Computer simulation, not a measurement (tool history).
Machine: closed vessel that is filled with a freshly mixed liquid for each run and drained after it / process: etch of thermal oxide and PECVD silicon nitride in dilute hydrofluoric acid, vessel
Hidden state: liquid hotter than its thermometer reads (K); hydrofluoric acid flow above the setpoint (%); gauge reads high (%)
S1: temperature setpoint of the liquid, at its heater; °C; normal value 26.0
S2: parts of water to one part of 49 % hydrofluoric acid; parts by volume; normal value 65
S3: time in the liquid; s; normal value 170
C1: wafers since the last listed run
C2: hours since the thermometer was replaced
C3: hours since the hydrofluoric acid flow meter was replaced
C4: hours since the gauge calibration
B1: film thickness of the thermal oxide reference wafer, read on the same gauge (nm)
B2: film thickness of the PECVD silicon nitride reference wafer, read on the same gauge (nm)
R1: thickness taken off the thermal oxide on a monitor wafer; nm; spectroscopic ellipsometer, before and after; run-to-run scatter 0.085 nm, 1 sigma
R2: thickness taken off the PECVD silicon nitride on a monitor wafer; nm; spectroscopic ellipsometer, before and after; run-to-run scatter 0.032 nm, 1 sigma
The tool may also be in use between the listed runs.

Run 1, hour 0.0: usual settings but S1 28.0 °C, S3 225 s; C1 0; C2 2557.9; C3 484.1; C4 677.5; B1 139.95; B2 79.99. Result: R1 21.07 nm, R2 7.95 nm.
Run 2, hour 98.0: usual settings but S1 22.5 °C; C1 9496; C2 2655.9; C3 582.1; C4 775.5; B1 140.01; B2 80.02. Result: R1 12.72 nm, R2 4.22 nm.
Run 3, hour 205.2: usual settings but S1 22.5 °C; C1 10388; C2 2763.1; C3 689.3; C4 882.7; B1 140.03; B2 79.95. Result: R1 12.96 nm, R2 4.26 nm.
Run 4, hour 281.3: usual settings; C1 7374; C2 2839.2; C3 765.4; C4 958.8; B1 140.02; B2 80.01. Result: R1 15.07 nm, R2 5.39 nm.
Run 5, hour 330.9: usual settings; C1 4806; C2 2888.8; C3 815.0; C4 1008.4; B1 140.02; B2 80.02. Result: R1 14.82 nm, R2 5.30 nm.
Run 6, hour 398.2: usual settings; C1 6521; C2 2956.1; C3 882.3; C4 1075.7; B1 139.99; B2 80.00. Result: R1 15.11 nm, R2 5.37 nm.
Run 7, hour 451.1: usual settings; C1 5126; C2 3009.0; C3 935.2; C4 1128.6; B1 140.04; B2 79.97. Result: R1 14.87 nm, R2 5.38 nm.
Run 8, hour 557.9: usual settings; C1 10349; C2 3115.8; C3 1042.0; C4 1235.4; B1 140.03; B2 79.97. Result: R1 15.02 nm, R2 5.41 nm.
Run 9, hour 663.1: usual settings; C1 10194; C2 3221.0; C3 1147.2; C4 1340.6; B1 139.95; B2 79.99. Result: R1 15.05 nm, R2 5.44 nm.
At hour 678.2: thermometer replaced.
At hour 705.9: hydrofluoric acid flow meter replaced.
Run 10, hour 758.1: usual settings; C1 9012; C2 79.9; C3 52.2; C4 1435.6; B1 139.96; B2 80.01. Result: R1 15.63 nm, R2 5.78 nm.
Run 11, hour 826.5: usual settings but S3 210 s; C1 6628; C2 148.3; C3 120.6; C4 1504.0; B1 140.01; B2 79.99. Result: R1 19.21 nm, R2 7.19 nm.
Run 12, hour 918.6: usual settings but S3 205 s; C1 8924; C2 240.4; C3 212.7; C4 1596.1; B1 140.00; B2 80.00. Result: R1 19.04 nm, R2 7.01 nm.
At hour 980.8: thermometer replaced, repeated, since the last time left the tool worse.
Run 13, hour 985.5: usual settings but S1 22.0 °C; C1 6386; C2 4.7; C3 279.6; C4 1663.0; B1 140.01; B2 79.99. Result: R1 11.68 nm, R2 3.67 nm.
Run 14, hour 1078.3: usual settings; C1 8992; C2 97.5; C3 372.4; C4 1755.8; B1 139.96; B2 79.98. Result: R1 13.75 nm, R2 4.75 nm.
Run 15, hour 1128.4: usual settings but S2 90 parts by volume, S3 255 s; C1 4854; C2 147.6; C3 422.5; C4 1805.9; B1 140.05; B2 80.02. Result: R1 14.71 nm, R2 5.28 nm.
At hour 1137.4: gauge calibrated.
Run 16, hour 1164.8: usual settings but S1 24.0 °C, S2 45 parts by volume, S3 145 s; C1 3527; C2 184.0; C3 458.9; C4 27.4; B1 140.00; B2 80.02. Result: R1 16.12 nm, R2 5.09 nm.
Run 17, hour 1271.4: usual settings; C1 10330; C2 290.6; C3 565.5; C4 134.0; B1 140.02; B2 80.01. Result: R1 13.85 nm, R2 4.81 nm.
Run 18, hour 1355.1: usual settings; C1 8110; C2 374.3; C3 649.2; C4 217.7; B1 139.96; B2 80.03. Result: R1 13.92 nm, R2 4.81 nm.
Run 19, hour 1436.8: usual settings but S1 28.0 °C, S2 50 parts by volume, S3 80 s; C1 7917; C2 456.0; C3 730.9; C4 299.4; B1 140.07; B2 80.02. Result: R1 9.54 nm, R2 3.40 nm.
Run 20, hour 1537.4: usual settings; C1 9748; C2 556.6; C3 831.5; C4 400.0; B1 139.98; B2 79.99. Result: R1 13.98 nm, R2 4.85 nm.
Run 21, hour 1640.7: usual settings but S1 23.5 °C, S2 90 parts by volume; C1 10010; C2 659.9; C3 934.8; C4 503.3; B1 140.01; B2 80.00. Result: R1 8.87 nm, R2 2.99 nm.
Run 22, hour 1687.6: usual settings but S1 24.5 °C, S2 90 parts by volume, S3 120 s; C1 4544; C2 706.8; C3 981.7; C4 550.2; B1 140.02; B2 80.02. Result: R1 6.57 nm, R2 2.28 nm.

List, for all runs, the conditions of the tool that the log does not record:
hydrofluoric acid flow above the setpoint (%): 0 across all the runs
gauge reads high (%): 0 across all the runs
H1: liquid hotter than its thermometer reads (K)
run      H1
  1    1.71
  2    1.77
  3    1.83
  4    1.88
  5    1.91
  6    1.95
  7    1.99
  8    2.05
  9    2.12
 10    3.11
 11    3.16
 12    3.21
 13  0.0878
 14   0.145
 15   0.176
 16   0.199
 17   0.265
 18   0.317
 19   0.367
 20    0.43
 21   0.494
 22   0.523

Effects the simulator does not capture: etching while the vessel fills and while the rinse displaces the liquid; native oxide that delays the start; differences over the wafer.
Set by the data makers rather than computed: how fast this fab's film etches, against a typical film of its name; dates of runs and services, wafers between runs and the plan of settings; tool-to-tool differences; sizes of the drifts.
